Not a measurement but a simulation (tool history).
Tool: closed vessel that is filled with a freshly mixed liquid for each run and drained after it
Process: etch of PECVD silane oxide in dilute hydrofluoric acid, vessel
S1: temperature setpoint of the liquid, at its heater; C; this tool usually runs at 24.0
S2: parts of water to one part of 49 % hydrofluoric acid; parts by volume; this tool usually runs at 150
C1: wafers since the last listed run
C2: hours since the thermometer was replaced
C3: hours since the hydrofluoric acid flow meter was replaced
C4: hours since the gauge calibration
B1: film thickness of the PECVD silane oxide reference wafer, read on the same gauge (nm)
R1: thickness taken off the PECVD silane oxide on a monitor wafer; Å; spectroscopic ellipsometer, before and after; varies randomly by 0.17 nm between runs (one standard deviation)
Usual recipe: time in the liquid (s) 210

Run 1, hour 0.0: usual settings but time in the liquid (s) 120; C1 0; C2 964.5; C3 1186.7; C4 1165.5; B1 139.99. Result: R1 124.9 Å.
Run 2, hour 98.4: usual settings but time in the liquid (s) 120; C1 7567; C2 1062.9; C3 1285.1; C4 1263.9; B1 139.97. Result: R1 124.0 Å.
Run 3, hour 152.8: usual settings but time in the liquid (s) 120; C1 4183; C2 1117.3; C3 1339.5; C4 1318.3; B1 140.00. Result: R1 125.1 Å.
Run 4, hour 201.5: usual settings but S2 130 parts by volume; C1 3745; C2 1166.0; C3 1388.2; C4 1367.0; B1 139.99. Result: R1 258.6 Å.
Run 5, hour 303.9: usual settings but S1 23.0 C; C1 7875; C2 1268.4; C3 1490.6; C4 1469.4; B1 140.00. Result: R1 215.8 Å.
Run 6, hour 401.9: usual settings; C1 7537; C2 1366.4; C3 1588.6; C4 1567.4; B1 140.00. Result: R1 219.1 Å.
At hour 402.7: gauge calibrated.
Run 7, hour 477.2: usual settings but S1 21.5 C; C1 5791; C2 1441.7; C3 1663.9; C4 74.5; B1 139.98. Result: R1 203.8 Å.
At hour 625.1: thermometer replaced.
Run 8, hour 667.9: usual settings but S1 21.5 C; C1 14589; C2 42.8; C3 1854.6; C4 265.2; B1 139.98. Result: R1 191.0 Å.
Run 9, hour 774.9: usual settings but time in the liquid (s) 320; C1 8229; C2 149.8; C3 1961.6; C4 372.2; B1 140.00. Result: R1 315.8 Å.

What will run 10 give?
Run 10, hour 854.2: usual settings but S1 20.5 C, time in the liquid (s) 135; C1 6098; C2 229.1; C3 2040.9; C4 451.5; B1 ?. Result: R1 ?.

B1: 139.99
R1: 118.3 Å
The same run, on a tool lacking any hidden state, would have yielded R1 116.4 Å.
